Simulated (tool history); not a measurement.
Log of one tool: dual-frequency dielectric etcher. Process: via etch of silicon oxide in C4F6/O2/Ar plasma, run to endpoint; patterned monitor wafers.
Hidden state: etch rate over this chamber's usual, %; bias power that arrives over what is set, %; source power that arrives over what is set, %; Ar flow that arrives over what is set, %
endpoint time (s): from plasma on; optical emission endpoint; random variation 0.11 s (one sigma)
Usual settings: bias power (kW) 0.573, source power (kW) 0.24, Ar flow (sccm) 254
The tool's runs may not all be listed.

| run | hour | bias power (kW) | source power (kW) | Ar flow (sccm) | wafers since the last listed run | hours since the last wet clean | hours since the last bias power generator calibration | hours since the last source power generator calibration | hours since the last Ar flow controller change | hours since the last upper electrode change | incoming incoming film thickness, nm | endpoint time (s) |
|---|---|---|---|---|---|---|---|---|---|---|---|---|
| 1 | 0 | 0.573 | 0.24 | 254 | 0 | 505.3 | 3659.3 | 2290.1 | 4682.9 | 2153.4 | 123.5 | 26.6 |
| 2 | 107.3 | 0.573 | 0.24 | 254 | 1591 | 612.6 | 3766.6 | 2397.4 | 4790.2 | 2260.7 | 126 | 26.9 |
|  | 142 | wet clean of the chamber |
| 3 | 169.3 | 0.573 | 0.24 | 254 | 563 | 27.3 | 3828.6 | 2459.4 | 4852.2 | 2322.7 | 125.3 | 28.5 |
| 4 | 211.2 | 0.573 | 0.24 | 254 | 621 | 69.2 | 3870.5 | 2501.3 | 4894.1 | 2364.6 | 124.6 | 28.3 |
| 5 | 275.5 | 0.573 | 0.24 | 254 | 953 | 133.5 | 3934.8 | 2565.6 | 4958.4 | 2428.9 | 124.5 | 28 |
| 6 | 377.7 | 0.573 | 0.24 | 254 | 1516 | 235.7 | 4037 | 2667.8 | 5060.6 | 2531.1 | 123.5 | 27.5 |
| 7 | 417 | 0.573 | 0.24 | 254 | 583 | 275 | 4076.3 | 2707.1 | 5099.9 | 2570.4 | 124.3 | 27.6 |
|  | 504.1 | bias power generator calibrated |
| 8 | 690.4 | 0.573 | 0.24 | 254 | 3996 | 548.4 | 186.3 | 2980.5 | 5373.3 | 2843.8 | 125.9 | 27.5 |
|  | 719.5 | wet clean of the chamber |
| 9 | 770.4 | 0.573 | 0.24 | 254 | 830 | 50.9 | 266.3 | 3060.5 | 5453.3 | 2923.8 | 124.3 | 27.8 |
| 10 | 847.9 | 0.446 | 0.19 | 226 | 1149 | 128.4 | 343.8 | 3138 | 5530.8 | 3001.3 | 122.9 | 32.3 |
| 11 | 892.1 | 0.573 | 0.24 | 254 | 655 | 172.6 | 388 | 3182.2 | 5575 | 3045.5 | 124.8 | 27.5 |
| 12 | 946.7 | 0.573 | 0.24 | 254 | 810 | 227.2 | 442.6 | 3236.8 | 5629.6 | 3100.1 | 123.2 | 27.2 |
| 13 | 1000.3 | 0.573 | 0.29 | 254 | 795 | 280.8 | 496.2 | 3290.4 | 5683.2 | 3153.7 | 124.3 | 25.1 |
| 14 | 1073.4 | 0.646 | 0.26 | 298 | 1084 | 353.9 | 569.3 | 3363.5 | 5756.3 | 3226.8 | 124.5 | 26.2 |
|  | 1127.5 | Ar flow controller replaced |
| 15 | 1171.8 | 0.573 | 0.2 | 193 | 1370 | 452.3 | 667.7 | 3461.9 | 44.3 | 3325.2 | 124.9 | 28.2 |
|  | 1202.4 | upper electrode replaced |
| 16 | 1259.1 | 0.701 | 0.24 | 254 | 939 | 539.6 | 755 | 3549.2 | 131.6 | 56.7 | 123.7 | 25.1 |
|  | 1273.4 | source power generator calibrated |
| 17 | 1298 | 0.675 | 0.2 | 288 | 517 | 578.5 | 793.9 | 24.6 | 170.5 | 95.6 | 125.1 | 29.5 |

Forecast run 18:
|  | 1338.6 | wet clean of the chamber |
| 18 | 1339.1 | 0.573 | 0.24 | 254 | 253 | 0.5 | 835 | 65.7 | 211.6 | 136.7 | 124.2 | ? |

endpoint time (s): 28.6
Without the tool's hidden state the same run would have given endpoint time (s) 28.6.
